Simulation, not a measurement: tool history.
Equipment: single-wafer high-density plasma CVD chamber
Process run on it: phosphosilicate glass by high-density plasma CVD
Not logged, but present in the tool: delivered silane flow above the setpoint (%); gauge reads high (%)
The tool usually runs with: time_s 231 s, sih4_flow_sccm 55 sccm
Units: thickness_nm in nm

run	hour	time_s	sih4_flow_sccm	wafers since the last listed run	hours since the silane flow controller was replaced	hours since the gauge calibration	read-back reference wafer on the same gauge, thickness_nm	thickness_nm
1	0.0	231	55	0	1685.2	183.6	1100.039	1138.139
2	10.5	231	55	101	1695.7	194.1	1099.649	1137.886
3	22.7	231	55	117	1707.9	206.3	1099.860	1137.284
4	37.3	231	55	141	1722.5	220.9	1100.230	1138.624
# hour 46.8: gauge calibrated
5	49.3	231	55	116	1734.5	2.5	1100.202	1137.456
6	65.3	231	55	154	1750.5	18.5	1099.954	1137.697
7	78.0	231	55	122	1763.2	31.2	1100.177	1137.899
8	95.6	231	55	170	1780.8	48.8	1100.399	1135.562
9	104.8	231	55	88	1790.0	58.0	1099.755	1138.869
10	114.8	222	52	96	1800.0	68.0	1100.110	1043.979
11	131.9	222	52	165	1817.1	85.1	1099.821	1044.486
12	138.4	222	52	62	1823.6	91.6	1099.421	1044.861
13	152.9	231	55	140	1838.1	106.1	1100.727	1133.971
14	164.7	231	55	114	1849.9	117.9	1100.695	1136.892
15	171.4	206	52	64	1856.6	124.6	1099.984	967.375
16	188.5	206	52	165	1873.7	141.7	1099.897	967.456
17	230.1	207	61	402	1915.3	183.3	1099.830	1108.694
18	237.8	248	48	74	1923.0	191.0	1100.160	1092.079
19	255.1	264	60	167	1940.3	208.3	1100.301	1397.857
20	262.8	271	55	74	1948.0	216.0	1100.173	1334.152
21	272.2	231	55	90	1957.4	225.4	1099.695	1132.892
22	287.0	200	45	143	1972.2	240.2	1100.511	835.934

Estimate the outcome of run 23 from the log above:
23	302.5	231	49	149	1987.7	255.7	?	?

read-back reference wafer on the same gauge, thickness_nm: 1100.520
thickness_nm: 1036.957 nm
Without the tool's hidden state the same run would have given thickness_nm 1089.610 nm.
